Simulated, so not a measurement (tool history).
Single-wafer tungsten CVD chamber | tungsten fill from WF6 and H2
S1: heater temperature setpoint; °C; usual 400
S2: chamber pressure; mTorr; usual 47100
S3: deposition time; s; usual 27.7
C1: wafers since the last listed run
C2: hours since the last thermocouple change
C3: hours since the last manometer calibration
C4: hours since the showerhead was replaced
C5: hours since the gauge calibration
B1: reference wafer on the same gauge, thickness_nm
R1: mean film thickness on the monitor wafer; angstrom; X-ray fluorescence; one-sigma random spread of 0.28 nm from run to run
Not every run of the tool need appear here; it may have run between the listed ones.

run	hour	S1	S2	S3	C1	C2	C3	C4	C5	B1	R1
1	0	400	40900	24.9	0	1317.6	2284.7	6570.5	162.5	77.911	857.94
2	64.9	400	47100	27.7	1896	1382.5	2349.6	6635.4	227.4	77.926	1006.85
3	135.4	400	47100	27.7	2060	1453	2420.1	6705.9	297.9	77.882	1005.13
4	197.6	400	47100	27.7	1817	1515.2	2482.3	6768.1	360.1	77.899	1007.59
5	250.9	400	47100	26	1557	1568.5	2535.6	6821.4	413.4	77.879	947.96
6	307.1	400	47100	26	1642	1624.7	2591.8	6877.6	469.6	77.852	945.35
7	428.4	400	47100	27.7	3545	1746	2713.1	6998.9	590.9	77.911	1003.72
# hour 461.3: capacitance manometer re-zeroed and calibrated
8	481.2	400	47100	27.7	1309	1798.8	19.9	7051.7	643.7	77.879	984.35
9	533.5	400	47100	27.7	1528	1851.1	72.2	7104	696	77.892	985.1
10	563.9	396	47100	27.7	888	1881.5	102.6	7134.4	726.4	77.892	927.79
11	595.6	396	47100	27.7	926	1913.2	134.3	7166.1	758.1	77.861	930.47
# hour 649.1: showerhead replaced
12	682.2	407	57900	25.1	2297	1999.8	220.9	33.1	844.7	77.883	1081.16
13	751.4	400	36800	22.9	2022	2069	290.1	102.3	913.9	77.904	763.05
14	788.4	400	40400	33	1081	2106	327.1	139.3	950.9	77.939	1126.9
# hour 855.2: thermocouple changed; heater temperature recalibrated
15	856.8	392	47100	27.7	1765	1.6	395.5	207.7	1019.3	77.946	848.87
# hour 859.2: gauge calibrated
16	921.8	400	47100	27.7	1899	66.6	460.5	272.7	62.6	77.946	975.84
17	1122.6	400	47100	29.7	5868	267.4	661.3	473.5	263.4	77.896	1052.67
18	1162.5	392	38800	33	1166	307.3	701.2	513.4	303.3	77.883	960.63
19	1192.7	400	47100	26	882	337.5	731.4	543.6	333.5	77.868	926.79
20	1232.7	411	47100	27.7	1169	377.5	771.4	583.6	373.5	77.889	1176.96
21	1271.9	385	47100	25.7	1145	416.7	810.6	622.8	412.7	77.881	711.13
22	1319	407	40300	24.1	1376	463.8	857.7	669.9	459.8	77.943	915.11
23	1345.7	400	39500	27.7	780	490.5	884.4	696.6	486.5	77.873	934.33

Alternative continuations, all from the tool just after run 23; predict every row:
A	1346.1	400	54700	27.7	11	490.9	884.8	697	486.9	?	?
B	1346.1	400	57200	25.4	11	490.9	884.8	697	486.9	?	?
C	1346.1	393	47100	27.7	11	490.9	884.8	697	486.9	?	?

run	B1	R1
A	77.883	1049.71
B	77.883	977.21
C	77.883	886.58
Had the tool no hidden state, the same runs would have come out as:
run	R1
A	1006.9
B	937.36
C	848.88
